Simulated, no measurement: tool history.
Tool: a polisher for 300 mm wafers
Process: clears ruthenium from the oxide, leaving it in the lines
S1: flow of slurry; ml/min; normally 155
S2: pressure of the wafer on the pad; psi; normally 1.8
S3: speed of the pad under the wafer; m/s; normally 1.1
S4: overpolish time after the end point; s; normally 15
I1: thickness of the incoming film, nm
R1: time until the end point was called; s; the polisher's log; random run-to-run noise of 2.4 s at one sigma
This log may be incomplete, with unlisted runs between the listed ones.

| run | hour | S1 | S2 | S3 | S4 | I1 | R1 |
|---|---|---|---|---|---|---|---|
| 1 | 0 | 155 | 2 | 1.1 | 12 | 179.9 | 175.1 |
| 2 | 37.1 | 155 | 1.8 | 1.1 | 15 | 178 | 194 |
| 3 | 66 | 155 | 1.8 | 1.1 | 15 | 180 | 194.7 |
|  | 133.7 | worn pad replaced by a new one |
| 4 | 134.2 | 155 | 1.8 | 1.1 | 15 | 183.3 | 196.9 |
| 5 | 199.1 | 155 | 1.8 | 1.1 | 15 | 182.9 | 194.4 |
| 6 | 252.6 | 155 | 1.8 | 0.84 | 15 | 180.8 | 254 |
| 7 | 293.2 | 155 | 1.8 | 0.84 | 15 | 179.6 | 254 |
| 8 | 337.1 | 155 | 1.8 | 0.84 | 15 | 179.9 | 246.9 |
| 9 | 372.9 | 115 | 1.8 | 1.1 | 15 | 181.5 | 207.7 |
| 10 | 433.4 | 185 | 2.3 | 1.1 | 15 | 177.2 | 142.6 |
|  | 441.9 | worn pad replaced by a new one |
| 11 | 469 | 185 | 2.3 | 1.1 | 15 | 181.5 | 146.6 |
| 12 | 515.6 | 185 | 2.3 | 1.1 | 15 | 179.1 | 143.8 |
|  | 554.4 | slurry nozzle cleaned |
| 13 | 634 | 155 | 1.9 | 1.1 | 21 | 181.7 | 180.2 |
| 14 | 694.6 | 155 | 1.9 | 1.1 | 21 | 180.1 | 183.3 |
| 15 | 738.3 | 155 | 1.8 | 1.1 | 15 | 178 | 188.9 |
|  | 784 | worn pad replaced by a new one |
| 16 | 942.1 | 155 | 1.8 | 1.1 | 15 | 180.2 | 194.4 |
| 17 | 986.4 | 155 | 1.8 | 1.1 | 15 | 181.6 | 192 |

Estimate the outcome of run 18 from the log above:
| 18 | 1010.5 | 140 | 2 | 1.48 | 11 | 181.2 | ? |

Run 18 yielded R1 128.7 s.
With no hidden state in the tool, this same run would have given R1 137 s.
